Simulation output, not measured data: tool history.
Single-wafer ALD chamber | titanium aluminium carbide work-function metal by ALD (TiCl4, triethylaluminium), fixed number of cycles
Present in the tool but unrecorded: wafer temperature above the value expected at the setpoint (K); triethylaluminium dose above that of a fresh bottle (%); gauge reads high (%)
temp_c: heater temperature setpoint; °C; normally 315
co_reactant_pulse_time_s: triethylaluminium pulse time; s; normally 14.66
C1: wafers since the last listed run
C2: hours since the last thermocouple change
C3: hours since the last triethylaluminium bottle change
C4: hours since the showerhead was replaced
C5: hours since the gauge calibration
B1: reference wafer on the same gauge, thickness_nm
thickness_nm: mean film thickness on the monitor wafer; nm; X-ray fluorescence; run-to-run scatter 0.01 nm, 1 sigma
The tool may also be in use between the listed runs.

Run 1, hour 0.0: usual settings; C1 0; C2 1256.0; C3 406.8; C4 7192.9; C5 197.2; B1 2.249. Result: thickness_nm 2.168 nm.
Run 2, hour 34.2: usual settings; C1 293; C2 1290.2; C3 441.0; C4 7227.1; C5 231.4; B1 2.249. Result: thickness_nm 2.171 nm.
Run 3, hour 54.6: usual settings but temp_c 322 °C, co_reactant_pulse_time_s 17.43 s; C1 175; C2 1310.6; C3 461.4; C4 7247.5; C5 251.8; B1 2.250. Result: thickness_nm 2.271 nm.
Run 4, hour 81.2: usual settings but temp_c 322 °C, co_reactant_pulse_time_s 17.43 s; C1 228; C2 1337.2; C3 488.0; C4 7274.1; C5 278.4; B1 2.251. Result: thickness_nm 2.250 nm.
Run 5, hour 93.3: usual settings; C1 103; C2 1349.3; C3 500.1; C4 7286.2; C5 290.5; B1 2.252. Result: thickness_nm 2.160 nm.
At hour 117.8: triethylaluminium bottle replaced.
At hour 122.4: showerhead replaced.
Run 6, hour 122.9: usual settings; C1 145; C2 1378.9; C3 5.1; C4 0.5; C5 320.1; B1 2.248. Result: thickness_nm 1.978 nm.
Run 7, hour 136.0: usual settings; C1 112; C2 1392.0; C3 18.2; C4 13.6; C5 333.2; B1 2.250. Result: thickness_nm 1.978 nm.
At hour 153.0: gauge calibrated.
At hour 157.9: triethylaluminium bottle replaced, repeated, since the last time left the tool worse.
Run 8, hour 158.4: usual settings; C1 123; C2 1414.4; C3 0.5; C4 36.0; C5 5.4; B1 2.249. Result: thickness_nm 2.196 nm.

Predict the results of run 9:
At hour 178.2: thermocouple changed; heater temperature recalibrated.
Run 9, hour 178.7: usual settings but temp_c 330 °C, co_reactant_pulse_time_s 17.86 s; C1 105; C2 0.5; C3 20.8; C4 56.3; C5 25.7; B1 ?. Result: thickness_nm ?.

B1: 2.251
thickness_nm: 2.344 nm
The same run, on a tool lacking any hidden state, would have yielded thickness_nm 2.344 nm.
